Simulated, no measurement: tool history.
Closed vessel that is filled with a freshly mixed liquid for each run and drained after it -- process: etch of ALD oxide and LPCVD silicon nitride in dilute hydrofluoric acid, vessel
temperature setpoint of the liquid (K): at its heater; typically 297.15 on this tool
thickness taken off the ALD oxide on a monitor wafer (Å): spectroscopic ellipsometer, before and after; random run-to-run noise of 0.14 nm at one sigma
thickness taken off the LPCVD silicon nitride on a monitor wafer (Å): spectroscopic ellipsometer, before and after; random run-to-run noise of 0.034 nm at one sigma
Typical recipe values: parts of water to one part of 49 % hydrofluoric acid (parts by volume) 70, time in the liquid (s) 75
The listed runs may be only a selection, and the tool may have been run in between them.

run,hour,temperature setpoint of the liquid (K),parts of water to one part of 49 % hydrofluoric acid (parts by volume),time in the liquid (s),wafers since the last listed run,hours since the thermometer was replaced,hours since the hydrofluoric acid flow meter was replaced,hours since the gauge calibration,"read-back film thickness of the ALD oxide reference wafer, read on the same gauge (nm)","read-back film thickness of the LPCVD silicon nitride reference wafer, read on the same gauge (nm)",thickness taken off the ALD oxide on a monitor wafer (Å),thickness taken off the LPCVD silicon nitride on a monitor wafer (Å)
1,0,297.15,70,75,0,546.5,248,677.5,90,70.021,242.4,5.24
2,47.6,297.15,70,75,4053,594.1,295.6,725.1,90.01,70.003,239.6,4.62
3,97.9,297.15,70,75,4283,644.4,345.9,775.4,89.97,69.987,239.7,4.42
4,131.2,300.15,70,75,2835,677.7,379.2,808.7,90.03,70.011,269.5,5.67
5,189.7,300.15,70,75,4981,736.2,437.7,867.2,89.99,70.012,271.4,6.21
6,226.5,300.15,70,75,3133,773,474.5,904,90.01,70.016,268.2,5.11
# hour 232.5: gauge calibrated
7,289.3,297.15,55,75,5347,835.8,537.3,56.8,89.99,70.018,308,6.64
8,334.5,297.15,55,75,3848,881,582.5,102,90.01,69.975,308.8,5.41
9,366.1,297.15,70,75,2690,912.6,614.1,133.6,89.98,69.976,238.4,4.78
10,394.7,294.65,70,75,2435,941.2,642.7,162.2,89.99,69.996,215.2,3.26
11,514.7,294.65,70,75,10218,1061.2,762.7,282.2,90,70.016,212.3,4.19
# hour 537.5: hydrofluoric acid flow meter replaced
12,556.4,292.65,70,75,3465,1102.9,18.9,323.9,90.02,69.995,194.2,3.29
13,650.5,297.15,105,60,8012,1197,113,418,90,69.975,120.7,2.19
14,704.5,297.15,80,100,4598,1251,167,472,89.97,69.987,269,5.33
15,796.7,297.15,70,75,7850,1343.2,259.2,564.2,90,70.002,232.8,4.68
16,853,294.15,105,60,4794,1399.5,315.5,620.5,90.02,70.002,106,2.15
17,884,302.15,70,75,2639,1430.5,346.5,651.5,90.03,69.991,284,6.21
# hour 900.3: thermometer replaced
18,922.4,297.15,70,75,3184,22.1,384.9,689.9,89.98,70.026,251.9,5.46
# hour 940.8: gauge calibrated
19,961.9,300.15,40,110,3363,61.6,424.4,21.1,90,70.015,760.6,16.08
20,1008.7,297.15,95,95,3985,108.4,471.2,67.9,90,69.998,225,4.78
21,1109.4,299.15,40,75,8574,209.1,571.9,168.6,90.03,70.01,494.3,9.85
22,1149.3,292.65,50,60,3397,249,611.8,208.5,90.01,70.005,238.8,3.75
23,1186.5,297.15,105,45,3167,286.2,649,245.7,90.04,70.015,95.1,1.92
# hour 1228.9: hydrofluoric acid flow meter replaced
24,1252.3,297.15,70,75,5517,352,23.4,311.5,90.01,70.048,246.9,5.13
25,1287.7,294.15,85,35,3014,387.4,58.8,346.9,90.02,70.008,82.5,1.41

For some of the steps in thickness taken off the ALD oxide on a monitor wafer (Å) from one run to the next: how much would appear even if the tool had no hidden state, given the settings, what came in and random variation, and how much remains for the hidden state plus any gauge scatter that the measured result and the result without hidden state don't share?
Hidden state present: liquid colder than its thermometer reads (K); hydrofluoric acid flow above the setpoint (%); gauge reads high (%).
Run 16 -> 17: temperature setpoint of the liquid (K) 294.15 -> 302.15, parts of water to one part of 49 % hydrofluoric acid (parts by volume) 105 -> 70, time in the liquid (s) 60 -> 75. thickness taken off the ALD oxide on a monitor wafer (Å) +178: hidden state -13.3, all else +191.3.
Run 17 -> 18: temperature setpoint of the liquid (K) 302.15 -> 297.15, thermometer replaced. thickness taken off the ALD oxide on a monitor wafer (Å) -32.1: hidden state +21.2, all else -53.3.
Run 18 -> 19: temperature setpoint of the liquid (K) 297.15 -> 300.15, parts of water to one part of 49 % hydrofluoric acid (parts by volume) 70 -> 40, time in the liquid (s) 75 -> 110, gauge calibrated. thickness taken off the ALD oxide on a monitor wafer (Å) +508.7: hidden state -1.8, all else +510.5.
Run 19 -> 20: temperature setpoint of the liquid (K) 300.15 -> 297.15, parts of water to one part of 49 % hydrofluoric acid (parts by volume) 40 -> 95, time in the liquid (s) 110 -> 95. thickness taken off the ALD oxide on a monitor wafer (Å) -535.6: hidden state +1, all else -536.6.

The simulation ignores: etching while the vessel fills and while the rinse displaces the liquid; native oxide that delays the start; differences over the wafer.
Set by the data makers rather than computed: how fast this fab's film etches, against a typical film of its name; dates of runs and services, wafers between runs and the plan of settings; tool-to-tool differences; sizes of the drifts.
